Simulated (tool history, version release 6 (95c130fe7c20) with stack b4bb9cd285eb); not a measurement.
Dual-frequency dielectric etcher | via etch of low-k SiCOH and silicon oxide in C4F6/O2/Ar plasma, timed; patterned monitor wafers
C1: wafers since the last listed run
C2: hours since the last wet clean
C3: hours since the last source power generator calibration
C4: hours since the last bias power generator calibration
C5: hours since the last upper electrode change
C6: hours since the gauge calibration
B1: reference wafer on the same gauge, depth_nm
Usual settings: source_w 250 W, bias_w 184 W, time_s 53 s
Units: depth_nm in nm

run 1 hour=0 | source_w=250 bias_w=184 time_s=53 | C1=0 C2=15.7 C3=4549.4 C4=1601.3 C5=1768 C6=245.9 | B1=143 | depth_nm=124
run 2 hour=90.3 | source_w=250 bias_w=184 time_s=53 | C1=1583 C2=106 C3=4639.7 C4=1691.6 C5=1858.3 C6=336.2 | B1=143 | depth_nm=124
run 3 hour=187 | source_w=250 bias_w=184 time_s=53 | C1=1696 C2=202.7 C3=4736.4 C4=1788.3 C5=1955 C6=432.9 | B1=143 | depth_nm=122.6
run 4 hour=294.6 | source_w=250 bias_w=184 time_s=53 | C1=1887 C2=310.3 C3=4844 C4=1895.9 C5=2062.6 C6=540.5 | B1=143 | depth_nm=122
run 5 hour=342.5 | source_w=250 bias_w=172 time_s=53 | C1=840 C2=358.2 C3=4891.9 C4=1943.8 C5=2110.5 C6=588.4 | B1=143 | depth_nm=118.5
-- hour=400.8 wet clean of the chamber
run 6 hour=448.4 | source_w=250 bias_w=172 time_s=53 | C1=1436 C2=47.6 C3=4997.8 C4=2049.7 C5=2216.4 C6=694.3 | B1=143.1 | depth_nm=121.3
run 7 hour=550.8 | source_w=250 bias_w=184 time_s=53 | C1=1796 C2=150 C3=5100.2 C4=2152.1 C5=2318.8 C6=796.7 | B1=142.9 | depth_nm=124
run 8 hour=652.1 | source_w=250 bias_w=184 time_s=42 | C1=1776 C2=251.3 C3=5201.5 C4=2253.4 C5=2420.1 C6=898 | B1=143 | depth_nm=97.8
-- hour=751 upper electrode replaced
run 9 hour=751.5 | source_w=290 bias_w=184 time_s=53 | C1=1322 C2=350.7 C3=5300.9 C4=2352.8 C5=0.5 C6=997.4 | B1=143 | depth_nm=125.7
-- hour=824.7 source power generator calibrated
run 10 hour=827 | source_w=250 bias_w=184 time_s=53 | C1=1254 C2=426.2 C3=2.3 C4=2428.3 C5=76 C6=1072.9 | B1=142.9 | depth_nm=121.1
-- hour=879.9 wet clean of the chamber
run 11 hour=885.7 | source_w=250 bias_w=160 time_s=53 | C1=608 C2=5.8 C3=61 C4=2487 C5=134.7 C6=1131.6 | B1=143.1 | depth_nm=116.8
run 12 hour=943.6 | source_w=250 bias_w=160 time_s=53 | C1=1015 C2=63.7 C3=118.9 C4=2544.9 C5=192.6 C6=1189.5 | B1=143.1 | depth_nm=116.5
-- hour=1041.9 gauge calibrated
run 13 hour=1107.3 | source_w=250 bias_w=184 time_s=53 | C1=2871 C2=227.4 C3=282.6 C4=2708.6 C5=356.3 C6=65.4 | B1=143 | depth_nm=121.4
run 14 hour=1145.1 | source_w=250 bias_w=220 time_s=43.5 | C1=662 C2=265.2 C3=320.4 C4=2746.4 C5=394.1 C6=103.2 | B1=143.1 | depth_nm=107.2
run 15 hour=1196.1 | source_w=220 bias_w=154 time_s=65.5 | C1=894 C2=316.2 C3=371.4 C4=2797.4 C5=445.1 C6=154.2 | B1=143 | depth_nm=135.8
run 16 hour=1235.2 | source_w=250 bias_w=184 time_s=53 | C1=685 C2=355.3 C3=410.5 C4=2836.5 C5=484.2 C6=193.3 | B1=143.1 | depth_nm=121.2
run 17 hour=1274.2 | source_w=280 bias_w=200 time_s=45 | C1=684 C2=394.3 C3=449.5 C4=2875.5 C5=523.2 C6=232.3 | B1=143 | depth_nm=108.6
-- hour=1287.1 bias power generator calibrated
-- hour=1302.7 wet clean of the chamber
run 18 hour=1341.3 | source_w=250 bias_w=164 time_s=37 | C1=833 C2=38.6 C3=516.6 C4=54.2 C5=590.3 C6=299.4 | B1=142.9 | depth_nm=82.1
run 19 hour=1423.7 | source_w=250 bias_w=184 time_s=53 | C1=1445 C2=121 C3=599 C4=136.6 C5=672.7 C6=381.8 | B1=143 | depth_nm=122.4
run 20 hour=1509.1 | source_w=250 bias_w=184 time_s=53 | C1=1497 C2=206.4 C3=684.4 C4=222 C5=758.1 C6=467.2 | B1=143 | depth_nm=122.3
run 21 hour=1569.1 | source_w=250 bias_w=184 time_s=53 | C1=1052 C2=266.4 C3=744.4 C4=282 C5=818.1 C6=527.2 | B1=143 | depth_nm=121.6
run 22 hour=1645.8 | source_w=280 bias_w=207 time_s=64 | C1=1345 C2=343.1 C3=821.1 C4=358.7 C5=894.8 C6=603.9 | B1=143 | depth_nm=156.4
run 23 hour=1693.1 | source_w=250 bias_w=184 time_s=41.5 | C1=829 C2=390.4 C3=868.4 C4=406 C5=942.1 C6=651.2 | B1=143.1 | depth_nm=94.3
-- hour=1749.7 wet clean of the chamber
run 24 hour=1763.3 | source_w=250 bias_w=184 time_s=53 | C1=810 C2=13.6 C3=938.6 C4=476.2 C5=1012.3 C6=721.4 | B1=143 | depth_nm=125.3
run 25 hour=1863.6 | source_w=200 bias_w=211 time_s=42 | C1=1759 C2=113.9 C3=1038.9 C4=576.5 C5=1112.6 C6=821.7 | B1=143 | depth_nm=99.7
run 26 hour=1964.9 | source_w=250 bias_w=147 time_s=53 | C1=1776 C2=215.2 C3=1140.2 C4=677.8 C5=1213.9 C6=923 | B1=143 | depth_nm=112.7
run 27 hour=2063.6 | source_w=220 bias_w=144 time_s=57 | C1=1731 C2=313.9 C3=1238.9 C4=776.5 C5=1312.6 C6=1021.7 | B1=143 | depth_nm=116.1

5 ways to go on from here, each from the tool as it stands after run 27. What would each give?
run A hour=2064 | source_w=250 bias_w=184 time_s=53 | C1=7 C2=314.3 C3=1239.3 C4=776.9 C5=1313 C6=1022.1 | B1=? | depth_nm=?
run B hour=2064 | source_w=290 bias_w=205 time_s=69 | C1=7 C2=314.3 C3=1239.3 C4=776.9 C5=1313 C6=1022.1 | B1=? | depth_nm=?
run C hour=2064 | source_w=290 bias_w=149 time_s=59 | C1=7 C2=314.3 C3=1239.3 C4=776.9 C5=1313 C6=1022.1 | B1=? | depth_nm=?
run D hour=2064 | source_w=210 bias_w=207 time_s=45 | C1=7 C2=314.3 C3=1239.3 C4=776.9 C5=1313 C6=1022.1 | B1=? | depth_nm=?
run E hour=2064 | source_w=310 bias_w=197 time_s=61 | C1=7 C2=314.3 C3=1239.3 C4=776.9 C5=1313 C6=1022.1 | B1=? | depth_nm=?

run=A B1=143 depth_nm=122.3
run=B B1=143 depth_nm=171.7
run=C B1=143 depth_nm=129.1
run=D B1=143 depth_nm=105.3
run=E B1=143 depth_nm=151.6
Without the tool's hidden state the same runs would have given:
run=A depth_nm=124.7
run=B depth_nm=175
run=C depth_nm=131.6
run=D depth_nm=107.4
run=E depth_nm=154.5
